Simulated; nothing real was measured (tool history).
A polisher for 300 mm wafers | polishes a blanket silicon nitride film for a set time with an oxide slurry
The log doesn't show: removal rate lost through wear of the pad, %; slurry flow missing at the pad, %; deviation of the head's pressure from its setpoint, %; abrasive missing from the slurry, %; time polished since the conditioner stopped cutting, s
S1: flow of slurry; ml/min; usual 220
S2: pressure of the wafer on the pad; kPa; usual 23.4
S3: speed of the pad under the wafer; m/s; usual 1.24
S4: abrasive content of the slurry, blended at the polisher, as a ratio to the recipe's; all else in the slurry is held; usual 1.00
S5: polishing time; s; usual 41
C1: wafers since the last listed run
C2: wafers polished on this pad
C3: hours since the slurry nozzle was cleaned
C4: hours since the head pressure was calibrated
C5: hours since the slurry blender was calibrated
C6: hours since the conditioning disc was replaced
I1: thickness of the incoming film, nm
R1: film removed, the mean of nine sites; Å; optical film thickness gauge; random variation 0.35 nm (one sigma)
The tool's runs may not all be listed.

| run | hour | S1 | S2 | S3 | S4 | S5 | C1 | C2 | C3 | C4 | C5 | C6 | I1 | R1 |
|---|---|---|---|---|---|---|---|---|---|---|---|---|---|---|
| 1 | 0.0 | 175 | 23.4 | 1.24 | 1.00 | 41 | 0 | 11318 | 61.5 | 288.5 | 511.4 | 638.1 | 279.9 | 296 |
|  | 18.0 | worn pad replaced by a new one |
|  | 97.6 | conditioning disc replaced and pad reconditioned |
| 2 | 98.1 | 220 | 23.4 | 1.24 | 1.00 | 41 | 1508 | 1279 | 159.6 | 386.6 | 609.5 | 0.5 | 282.4 | 347 |
| 3 | 186.8 | 220 | 23.4 | 1.24 | 1.00 | 41 | 1453 | 2733 | 248.3 | 475.3 | 698.2 | 89.2 | 276.1 | 332 |
|  | 202.0 | slurry blender recalibrated |
| 4 | 251.3 | 220 | 23.4 | 1.24 | 1.00 | 41 | 1023 | 3757 | 312.8 | 539.8 | 49.3 | 153.7 | 276.8 | 326 |
| 5 | 298.6 | 220 | 23.4 | 1.24 | 1.00 | 41 | 774 | 4531 | 360.1 | 587.1 | 96.6 | 201.0 | 281.1 | 321 |
| 6 | 379.3 | 220 | 23.4 | 1.24 | 1.00 | 41 | 1322 | 5854 | 440.8 | 667.8 | 177.3 | 281.7 | 283.1 | 310 |
| 7 | 479.4 | 220 | 23.4 | 1.04 | 1.00 | 41 | 1639 | 7494 | 540.9 | 767.9 | 277.4 | 381.8 | 279.6 | 272 |
| 8 | 564.8 | 220 | 23.4 | 1.24 | 1.30 | 37 | 1399 | 8893 | 626.3 | 853.3 | 362.8 | 467.2 | 283.3 | 303 |
| 9 | 643.2 | 220 | 23.4 | 1.24 | 0.70 | 52 | 1284 | 10177 | 704.7 | 931.7 | 441.2 | 545.6 | 282.7 | 328 |
|  | 658.7 | head pressure recalibrated |
|  | 697.4 | worn pad replaced by a new one |
| 10 | 700.4 | 220 | 23.4 | 1.24 | 1.00 | 35 | 838 | 48 | 761.9 | 41.7 | 498.4 | 602.8 | 277.8 | 249 |
|  | 729.0 | conditioning disc replaced and pad reconditioned |
| 11 | 757.3 | 280 | 17.9 | 1.60 | 1.00 | 41 | 899 | 947 | 818.8 | 98.6 | 555.3 | 28.3 | 277.6 | 327 |
|  | 781.7 | slurry nozzle cleaned |
| 12 | 860.0 | 220 | 23.4 | 1.24 | 0.85 | 45 | 1666 | 2614 | 78.3 | 201.3 | 658.0 | 131.0 | 285.0 | 337 |
|  | 917.5 | slurry blender recalibrated |
| 13 | 963.5 | 250 | 23.4 | 1.24 | 1.00 | 36 | 1662 | 4277 | 181.8 | 304.8 | 46.0 | 234.5 | 280.8 | 290 |
| 14 | 1057.5 | 220 | 23.4 | 1.24 | 1.00 | 41 | 1540 | 5817 | 275.8 | 398.8 | 140.0 | 328.5 | 282.9 | 313 |
| 15 | 1157.3 | 145 | 17.9 | 1.24 | 1.15 | 37 | 1635 | 7452 | 375.6 | 498.6 | 239.8 | 428.3 | 282.8 | 232 |
| 16 | 1243.4 | 220 | 23.4 | 1.24 | 1.00 | 31 | 1410 | 8862 | 461.7 | 584.7 | 325.9 | 514.4 | 281.8 | 227 |
| 17 | 1337.7 | 220 | 23.4 | 1.24 | 1.00 | 41 | 1544 | 10407 | 556.0 | 679.0 | 420.2 | 608.7 | 285.4 | 291 |
|  | 1372.0 | conditioning disc replaced and pad reconditioned |
| 18 | 1391.2 | 220 | 23.4 | 1.48 | 1.00 | 41 | 843 | 11251 | 609.5 | 732.5 | 473.7 | 19.2 | 284.6 | 383 |
|  | 1425.0 | worn pad replaced by a new one |
|  | 1457.8 | head pressure recalibrated |
| 19 | 1463.8 | 220 | 23.4 | 1.38 | 1.00 | 45 | 1091 | 603 | 682.1 | 6.0 | 546.3 | 91.8 | 280.6 | 386 |
| 20 | 1529.5 | 220 | 17.2 | 1.24 | 1.00 | 41 | 1076 | 1679 | 747.8 | 71.7 | 612.0 | 157.5 | 281.2 | 263 |

The next listed run, before its measurement:
|  | 1537.7 | slurry nozzle cleaned |
|  | 1600.1 | slurry blender recalibrated |
| 21 | 1613.6 | 295 | 27.6 | 1.54 | 1.20 | 41 | 1328 | 3008 | 75.9 | 155.8 | 13.5 | 241.6 | 275.1 | ? |

Run 21 gave R1 466 Å.
Without the tool's hidden state the same run would have given R1 505 Å.

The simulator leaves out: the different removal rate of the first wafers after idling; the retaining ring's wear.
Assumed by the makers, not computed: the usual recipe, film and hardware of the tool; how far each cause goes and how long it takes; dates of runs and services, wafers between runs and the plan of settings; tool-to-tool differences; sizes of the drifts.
